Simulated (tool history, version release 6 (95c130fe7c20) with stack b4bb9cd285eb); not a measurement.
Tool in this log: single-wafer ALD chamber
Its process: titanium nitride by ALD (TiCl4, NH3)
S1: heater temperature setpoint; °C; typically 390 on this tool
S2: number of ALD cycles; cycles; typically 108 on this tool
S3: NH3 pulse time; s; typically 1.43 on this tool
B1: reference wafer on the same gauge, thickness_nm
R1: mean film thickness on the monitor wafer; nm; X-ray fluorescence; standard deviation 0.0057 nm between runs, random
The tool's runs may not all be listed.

{"run": 1, "hour": 0.0, "S1": 390, "S2": 108, "S3": 1.08, "B1": 2.299, "R1": 2.256}
{"run": 2, "hour": 118.9, "S1": 390, "S2": 108, "S3": 1.08, "B1": 2.31, "R1": 2.274}
{"hour": 164.1, "done": "gauge calibrated"}
{"run": 3, "hour": 189.1, "S1": 390, "S2": 108, "S3": 1.43, "B1": 2.252, "R1": 2.263}
{"run": 4, "hour": 239.5, "S1": 390, "S2": 108, "S3": 1.43, "B1": 2.257, "R1": 2.268}
{"run": 5, "hour": 279.8, "S1": 390, "S2": 108, "S3": 1.43, "B1": 2.259, "R1": 2.279}
{"run": 6, "hour": 307.8, "S1": 390, "S2": 108, "S3": 1.43, "B1": 2.26, "R1": 2.28}
{"run": 7, "hour": 360.7, "S1": 390, "S2": 108, "S3": 1.43, "B1": 2.265, "R1": 2.279}
{"run": 8, "hour": 388.8, "S1": 390, "S2": 97, "S3": 1.71, "B1": 2.266, "R1": 2.076}
{"run": 9, "hour": 448.7, "S1": 390, "S2": 97, "S3": 1.71, "B1": 2.273, "R1": 2.064}
{"run": 10, "hour": 483.1, "S1": 390, "S2": 108, "S3": 1.43, "B1": 2.273, "R1": 2.292}
{"run": 11, "hour": 525.5, "S1": 390, "S2": 108, "S3": 1.43, "B1": 2.276, "R1": 2.288}
{"hour": 535.0, "done": "thermocouple changed; heater temperature recalibrated"}
{"run": 12, "hour": 557.5, "S1": 390, "S2": 108, "S3": 1.43, "B1": 2.279, "R1": 2.293}
{"run": 13, "hour": 592.5, "S1": 390, "S2": 108, "S3": 1.43, "B1": 2.281, "R1": 2.301}
{"run": 14, "hour": 629.8, "S1": 401, "S2": 108, "S3": 1.43, "B1": 2.283, "R1": 2.322}
{"run": 15, "hour": 793.1, "S1": 390, "S2": 108, "S3": 1.08, "B1": 2.295, "R1": 2.245}
{"hour": 834.4, "done": "showerhead replaced"}
{"run": 16, "hour": 834.9, "S1": 390, "S2": 114, "S3": 1.09, "B1": 2.299, "R1": 2.383}
{"run": 17, "hour": 871.0, "S1": 390, "S2": 97, "S3": 1.71, "B1": 2.301, "R1": 2.105}
{"run": 18, "hour": 908.8, "S1": 390, "S2": 97, "S3": 1.43, "B1": 2.302, "R1": 2.081}
{"run": 19, "hour": 947.6, "S1": 405, "S2": 99, "S3": 1.72, "B1": 2.305, "R1": 2.175}
{"run": 20, "hour": 974.5, "S1": 390, "S2": 87, "S3": 1.61, "B1": 2.307, "R1": 1.886}
{"run": 21, "hour": 1032.0, "S1": 390, "S2": 114, "S3": 1.09, "B1": 2.312, "R1": 2.395}
{"run": 22, "hour": 1093.5, "S1": 390, "S2": 125, "S3": 1.43, "B1": 2.315, "R1": 2.701}
{"hour": 1124.8, "done": "gauge calibrated"}
{"run": 23, "hour": 1153.7, "S1": 390, "S2": 127, "S3": 1.43, "B1": 2.248, "R1": 2.652}
{"run": 24, "hour": 1222.3, "S1": 390, "S2": 108, "S3": 1.69, "B1": 2.253, "R1": 2.301}
{"run": 25, "hour": 1252.7, "S1": 390, "S2": 108, "S3": 1.43, "B1": 2.255, "R1": 2.277}
{"run": 26, "hour": 1313.9, "S1": 390, "S2": 114, "S3": 1.43, "B1": 2.258, "R1": 2.408}
{"run": 27, "hour": 1514.8, "S1": 390, "S2": 108, "S3": 1.43, "B1": 2.275, "R1": 2.283}
{"run": 28, "hour": 1557.1, "S1": 390, "S2": 108, "S3": 1.43, "B1": 2.276, "R1": 2.297}

Consider 5 possible next runs. They are alternatives, not a sequence: every one starts from the tool as it was left by run 28. What does each give?
{"run": "A", "hour": 1557.7, "S1": 390, "S2": 108, "S3": 1.65, "B1": "?", "R1": "?"}
{"run": "B", "hour": 1557.7, "S1": 375, "S2": 108, "S3": 1.23, "B1": "?", "R1": "?"}
{"run": "C", "hour": 1557.7, "S1": 390, "S2": 115, "S3": 0.94, "B1": "?", "R1": "?"}
{"run": "D", "hour": 1557.7, "S1": 379, "S2": 122, "S3": 1.43, "B1": "?", "R1": "?"}
{"run": "E", "hour": 1557.7, "S1": 400, "S2": 98, "S3": 1.71, "B1": "?", "R1": "?"}

run=A B1=2.275 R1=2.323
run=B B1=2.275 R1=2.226
run=C B1=2.275 R1=2.358
run=D B1=2.275 R1=2.565
run=E B1=2.275 R1=2.132
What these runs would have given with no unlogged condition in the tool:
run=A R1=2.296
run=B R1=2.201
run=C R1=2.331
run=D R1=2.536
run=E R1=2.107
